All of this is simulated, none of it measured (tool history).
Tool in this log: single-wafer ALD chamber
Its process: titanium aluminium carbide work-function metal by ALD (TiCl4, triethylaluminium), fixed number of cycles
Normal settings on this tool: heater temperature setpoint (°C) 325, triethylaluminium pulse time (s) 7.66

| run | hour | heater temperature setpoint (°C) | triethylaluminium pulse time (s) | read-back reference wafer on the same gauge, thickness_nm | mean film thickness on the monitor wafer (nm) |
|---|---|---|---|---|---|
| 1 | 0 | 325 | 7.66 | 2.15 | 2.07 |
| 2 | 37.3 | 325 | 7.66 | 2.149 | 2.069 |
| 3 | 65.4 | 325 | 7.66 | 2.15 | 2.07 |
| 4 | 101.5 | 325 | 7.66 | 2.149 | 2.068 |
| 5 | 149.3 | 314 | 6.79 | 2.15 | 1.913 |
| 6 | 203.7 | 314 | 6.79 | 2.15 | 1.916 |
| 7 | 310.2 | 314 | 6.79 | 2.151 | 1.891 |
| 8 | 338.3 | 325 | 7.66 | 2.151 | 2.042 |
| 9 | 373.6 | 325 | 7.66 | 2.149 | 2.048 |
| 10 | 441.6 | 325 | 5.28 | 2.15 | 1.764 |
| 11 | 500.4 | 325 | 6.37 | 2.15 | 1.906 |
| 12 | 528.1 | 322 | 7.66 | 2.15 | 2.02 |
|  | 595.7 | triethylaluminium bottle replaced |
| 13 | 596.2 | 322 | 7.66 | 2.15 | 2.077 |
| 14 | 638.1 | 322 | 7.66 | 2.15 | 2.077 |
|  | 653.4 | gauge calibrated |
|  | 676.7 | showerhead replaced |
| 15 | 704.3 | 333 | 5.67 | 2.15 | 1.963 |
| 16 | 772.6 | 325 | 7.66 | 2.15 | 2.1 |
| 17 | 812.3 | 331 | 8.8 | 2.148 | 2.208 |
| 18 | 873.6 | 325 | 5.95 | 2.151 | 1.958 |
| 19 | 916.3 | 325 | 7.66 | 2.151 | 2.103 |
| 20 | 959.1 | 316 | 7.66 | 2.151 | 2.034 |
| 21 | 1006.9 | 312 | 7.66 | 2.149 | 2.002 |
|  | 1037.5 | thermocouple changed; heater temperature recalibrated |
| 22 | 1044.2 | 329 | 7.66 | 2.151 | 2.13 |
| 23 | 1106.7 | 339 | 7.66 | 2.15 | 2.201 |
| 24 | 1139.4 | 322 | 7.66 | 2.15 | 2.081 |
| 25 | 1179.4 | 320 | 10.54 | 2.149 | 2.179 |
| 26 | 1244.7 | 331 | 10 | 2.15 | 2.242 |
| 27 | 1312.1 | 320 | 8.67 | 2.149 | 2.12 |
| 28 | 1353.2 | 325 | 7.66 | 2.15 | 2.093 |
| 29 | 1402.2 | 332 | 10.33 | 2.15 | 2.265 |
| 30 | 1429.2 | 339 | 8.69 | 2.147 | 2.252 |
| 31 | 1470.4 | 325 | 9.5 | 2.149 | 2.187 |
| 32 | 1525.1 | 325 | 7.66 | 2.148 | 2.093 |
| 33 | 1573.7 | 325 | 4.98 | 2.15 | 1.782 |

Forecast each of these 4 alternatives for the next run:
| A | 1574.1 | 325 | 7.66 | ? | ? |
| B | 1574.1 | 314 | 5.79 | ? | ? |
| C | 1574.1 | 333 | 6.88 | ? | ? |
| D | 1574.1 | 320 | 5.04 | ? | ? |

| run | read-back reference wafer on the same gauge, thickness_nm | mean film thickness on the monitor wafer (nm) |
|---|---|---|
| A | 2.151 | 2.084 |
| B | 2.151 | 1.828 |
| C | 2.151 | 2.079 |
| D | 2.151 | 1.753 |
With the hidden condition removed and each run's random variation left untouched, the same runs would have given:
| run | mean film thickness on the monitor wafer (nm) |
|---|---|
| A | 2.109 |
| B | 1.863 |
| C | 2.11 |
| D | 1.794 |
